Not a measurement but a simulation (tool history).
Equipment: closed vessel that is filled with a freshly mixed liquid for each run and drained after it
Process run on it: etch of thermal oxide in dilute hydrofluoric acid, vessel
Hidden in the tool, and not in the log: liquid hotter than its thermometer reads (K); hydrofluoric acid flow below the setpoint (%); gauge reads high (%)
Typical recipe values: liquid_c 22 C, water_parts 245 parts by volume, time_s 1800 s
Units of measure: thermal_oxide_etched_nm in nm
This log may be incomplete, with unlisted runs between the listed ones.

| run | hour | liquid_c | water_parts | time_s | wafers since the last listed run | hours since the thermometer was replaced | hours since the hydrofluoric acid flow meter was replaced | hours since the gauge calibration | read-back film thickness of the thermal oxide reference wafer, read on the same gauge (nm) | thermal_oxide_etched_nm |
|---|---|---|---|---|---|---|---|---|---|---|
| 1 | 0 | 22 | 245 | 1800 | 0 | 107.2 | 274 | 743.8 | 110.08 | 25.33 |
| 2 | 89.7 | 22 | 245 | 1800 | 4718 | 196.9 | 363.7 | 833.5 | 109.89 | 25.4 |
| 3 | 175.5 | 19 | 245 | 1800 | 4513 | 282.7 | 449.5 | 919.3 | 109.66 | 22.66 |
| 4 | 275.2 | 19 | 245 | 1800 | 5244 | 382.4 | 549.2 | 1019 | 109.33 | 22.77 |
| 5 | 373.6 | 22 | 245 | 1800 | 5176 | 480.8 | 647.6 | 1117.4 | 109.02 | 25 |
| 6 | 466.6 | 22 | 245 | 1800 | 4892 | 573.8 | 740.6 | 1210.4 | 108.72 | 25.12 |
| 7 | 506.7 | 22 | 245 | 1800 | 2109 | 613.9 | 780.7 | 1250.5 | 108.54 | 25.36 |
|  | 543.5 | thermometer replaced |
| 8 | 584.8 | 22 | 285 | 1800 | 4055 | 41.3 | 858.8 | 1328.6 | 108.21 | 20.58 |
|  | 617.7 | hydrofluoric acid flow meter replaced |
| 9 | 668.3 | 22 | 245 | 2360 | 4339 | 124.8 | 50.6 | 1412.1 | 107.84 | 32.81 |
| 10 | 753.9 | 22 | 245 | 2480 | 4502 | 210.4 | 136.2 | 1497.7 | 107.45 | 34.91 |
| 11 | 842.9 | 22 | 245 | 1800 | 4681 | 299.4 | 225.2 | 1586.7 | 107.02 | 25.12 |
| 12 | 879.3 | 22 | 245 | 1800 | 1914 | 335.8 | 261.6 | 1623.1 | 106.81 | 24.62 |
| 13 | 918.8 | 22 | 335 | 1090 | 2077 | 375.3 | 301.1 | 1662.6 | 106.66 | 10.06 |
| 14 | 985.4 | 22 | 210 | 1170 | 3503 | 441.9 | 367.7 | 1729.2 | 106.29 | 19.5 |
| 15 | 1060.8 | 20 | 245 | 2130 | 3966 | 517.3 | 443.1 | 1804.6 | 105.87 | 26.87 |
|  | 1122.3 | thermometer replaced |
| 16 | 1155.9 | 22 | 245 | 1110 | 4949 | 33.6 | 538.2 | 1899.7 | 105.33 | 14.98 |
| 17 | 1259.4 | 18.5 | 180 | 790 | 5444 | 137.1 | 641.7 | 2003.2 | 104.7 | 13.44 |
| 18 | 1334.1 | 22 | 245 | 1800 | 3929 | 211.8 | 716.4 | 2077.9 | 104.21 | 23.76 |
| 19 | 1406 | 23.5 | 245 | 2375 | 3782 | 283.7 | 788.3 | 2149.8 | 103.74 | 34 |
| 20 | 1480.6 | 18 | 135 | 1345 | 3924 | 358.3 | 862.9 | 2224.4 | 103.25 | 30.96 |
|  | 1492.4 | hydrofluoric acid flow meter replaced |
| 21 | 1556.1 | 25 | 190 | 1410 | 3918 | 433.8 | 63.7 | 2299.9 | 102.72 | 28.26 |
| 22 | 1650.5 | 18.5 | 165 | 2705 | 4965 | 528.2 | 158.1 | 2394.3 | 102.01 | 50.22 |
|  | 1702.3 | gauge calibrated |
| 23 | 1725.7 | 25.5 | 320 | 845 | 3955 | 603.4 | 233.3 | 23.4 | 110.6 | 9.77 |
|  | 1814.9 | thermometer replaced |
| 24 | 1825.6 | 24.5 | 185 | 1800 | 5202 | 10.7 | 333.2 | 123.3 | 110.58 | 39.62 |
| 25 | 1874.2 | 19.5 | 245 | 1800 | 2556 | 59.3 | 381.8 | 171.9 | 110.56 | 23.52 |
| 26 | 1958.8 | 25.5 | 345 | 805 | 4450 | 143.9 | 466.4 | 256.5 | 110.49 | 8.44 |
| 27 | 2012.9 | 23.5 | 245 | 2375 | 2845 | 198 | 520.5 | 310.6 | 110.42 | 35.67 |
| 28 | 2106.3 | 23.5 | 295 | 1470 | 4913 | 291.4 | 613.9 | 404 | 110.3 | 17.48 |
|  | 2320.8 | hydrofluoric acid flow meter replaced |
| 29 | 2417.2 | 22 | 245 | 1800 | 16301 | 602.3 | 96.4 | 714.9 | 109.82 | 25.67 |
| 30 | 2462.1 | 20.5 | 310 | 2420 | 2361 | 647.2 | 141.3 | 759.8 | 109.68 | 24 |
|  | 2477.1 | thermometer replaced |
| 31 | 2531.4 | 22 | 245 | 1800 | 3592 | 54.3 | 210.6 | 829.1 | 109.54 | 25.24 |
| 32 | 2632.3 | 22 | 310 | 1800 | 5307 | 155.2 | 311.5 | 930 | 109.25 | 18.84 |
| 33 | 2725.3 | 22 | 155 | 1800 | 4892 | 248.2 | 404.5 | 1023 | 108.94 | 43.56 |

Across each entry between runs, compare the hidden state at the last listed run before it with the hidden state at the first listed run after it:
Between runs 7 and 8: thermometer replaced (hour 543.5)
  gauge reads high (%): -1.34 -> -1.63
  difference, measured minus the result without the unlogged condition, thermal_oxide_etched_nm: -0.34 -> -0.34 nm
Between runs 8 and 9: hydrofluoric acid flow meter replaced (hour 617.7)
  gauge reads high (%): -1.63 -> -1.95
  difference, measured minus the result without the unlogged condition, thermal_oxide_etched_nm: -0.34 -> -0.65 nm
Between runs 15 and 16: thermometer replaced (hour 1122.3)
  gauge reads high (%): -3.74 -> -4.24
  difference, measured minus the result without the unlogged condition, thermal_oxide_etched_nm: -1.04 -> -0.67 nm
Between runs 20 and 21: hydrofluoric acid flow meter replaced (hour 1492.4)
  gauge reads high (%): -6.15 -> -6.63
  difference, measured minus the result without the unlogged condition, thermal_oxide_etched_nm: -2.03 -> -2.01 nm
Between runs 22 and 23: gauge calibrated (hour 1702.3)
  gauge reads high (%): -7.26 -> 0.536
  difference, measured minus the result without the unlogged condition, thermal_oxide_etched_nm: -3.93 -> +0.05 nm
Between runs 23 and 24: thermometer replaced (hour 1814.9)
  gauge reads high (%): 0.536 -> 0.516
  difference, measured minus the result without the unlogged condition, thermal_oxide_etched_nm: +0.05 -> +0.2 nm
Between runs 28 and 29: hydrofluoric acid flow meter replaced (hour 2320.8)
  gauge reads high (%): 0.305 -> -0.189
  difference, measured minus the result without the unlogged condition, thermal_oxide_etched_nm: +0.05 -> -0.05 nm
Between runs 30 and 31: thermometer replaced (hour 2477.1)
  gauge reads high (%): -0.283 -> -0.439
  difference, measured minus the result without the unlogged condition, thermal_oxide_etched_nm: -0.07 -> -0.11 nm
